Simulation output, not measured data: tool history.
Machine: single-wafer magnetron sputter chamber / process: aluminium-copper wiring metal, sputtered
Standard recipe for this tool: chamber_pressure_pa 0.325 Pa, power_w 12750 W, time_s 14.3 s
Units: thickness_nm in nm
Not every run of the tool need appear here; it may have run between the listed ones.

run	hour	chamber_pressure_pa	power_w	time_s	wafers since the last listed run	wafers on the sputter target	hours since the last manometer calibration	hours since the magnet pack was replaced	hours since the gauge calibration	read-back reference wafer on the same gauge, thickness_nm	thickness_nm
1	0.0	0.325	12750	14.3	0	6733	699.9	10020.0	731.1	254.221	292.719
# hour 69.9: sputter target and shields replaced
2	70.4	0.325	12750	14.3	963	7	770.3	10090.4	801.5	254.047	305.982
3	128.2	0.325	12750	14.3	892	899	828.1	10148.2	859.3	254.082	305.677
4	167.6	0.325	12750	14.3	608	1507	867.5	10187.6	898.7	254.254	304.951
5	193.0	0.325	12750	14.3	392	1900	892.9	10213.0	924.1	254.215	302.020
6	230.4	0.325	12750	14.3	577	2477	930.3	10250.4	961.5	253.843	299.520
7	278.5	0.299	10900	14.3	742	3220	978.4	10298.5	1009.6	254.199	260.289
8	317.5	0.299	10900	14.3	602	3822	1017.4	10337.5	1048.6	253.938	259.694
# hour 405.9: gauge calibrated
9	415.6	0.413	12750	14.3	1514	5336	1115.5	10435.6	9.7	254.013	288.511
# hour 446.4: magnet pack replaced
10	446.9	0.413	12750	14.3	359	5696	1146.8	0.5	41.0	254.094	289.002
11	476.4	0.263	12750	14.3	455	6152	1176.3	30.0	70.5	254.030	308.307
12	530.1	0.325	12750	14.3	829	6981	1230.0	83.7	124.2	253.805	299.080
13	593.1	0.325	12750	14.3	972	7954	1293.0	146.7	187.2	254.030	302.406
# hour 613.6: sputter target and shields replaced
# hour 620.1: capacitance manometer re-zeroed and calibrated
14	646.0	0.394	9900	13.2	592	400	25.9	199.6	240.1	254.064	208.540
15	696.3	0.325	12750	14.3	776	1177	76.2	249.9	290.4	254.154	301.452
16	732.7	0.215	12750	14.3	562	1739	112.6	286.3	326.8	253.986	315.056
17	783.4	0.325	12750	14.3	782	2521	163.3	337.0	377.5	254.095	294.900
18	847.9	0.273	14050	15.0	995	3517	227.8	401.5	442.0	254.072	351.595
19	911.4	0.409	12750	12.8	980	4498	291.3	465.0	505.5	254.066	252.902
20	937.2	0.325	12750	12.5	398	4896	317.1	490.8	531.3	253.868	257.101
21	981.8	0.211	10050	14.3	688	5585	361.7	535.4	575.9	254.002	245.294
22	1034.5	0.299	10900	14.3	813	6398	414.4	588.1	628.6	253.909	255.100
23	1083.0	0.204	10050	15.1	748	7147	462.9	636.6	677.1	254.074	260.447
# hour 1120.6: sputter target and shields replaced
24	1153.5	0.389	12750	14.3	964	507	533.4	707.1	747.6	254.056	294.913
25	1198.9	0.325	10300	15.2	700	1208	578.8	752.5	793.0	254.283	258.650
26	1257.3	0.433	11200	16.2	901	2110	637.2	810.9	851.4	253.823	283.144

State the hidden condition of the tool at each of the runs:
gauge reads high (%): 0, the same for each run
H1: deposition rate above that of a new target (%)
H2: true argon pressure above the setpoint (%)
run	H1	H2
1	-4.01	-2.72
2	-0.0389	-3.73
3	-1.25	-4.62
4	-1.87	-5.27
5	-2.19	-5.7
6	-2.58	-6.36
7	-2.96	-7.25
8	-3.2	-8.01
9	-3.6	-10
10	-3.68	-10.7
11	-3.75	-11.4
12	-3.84	-12.6
13	-3.91	-14.2
14	-1.03	1.14
15	-1.92	1.09
16	-2.41	1.02
17	-2.93	0.889
18	-3.39	0.645
19	-3.7	0.325
20	-3.8	0.173
21	-3.93	-0.12
22	-4.04	-0.516
23	-4.12	-0.928
24	-0.961	-1.61
25	-1.77	-2.1
26	-2.53	-2.79
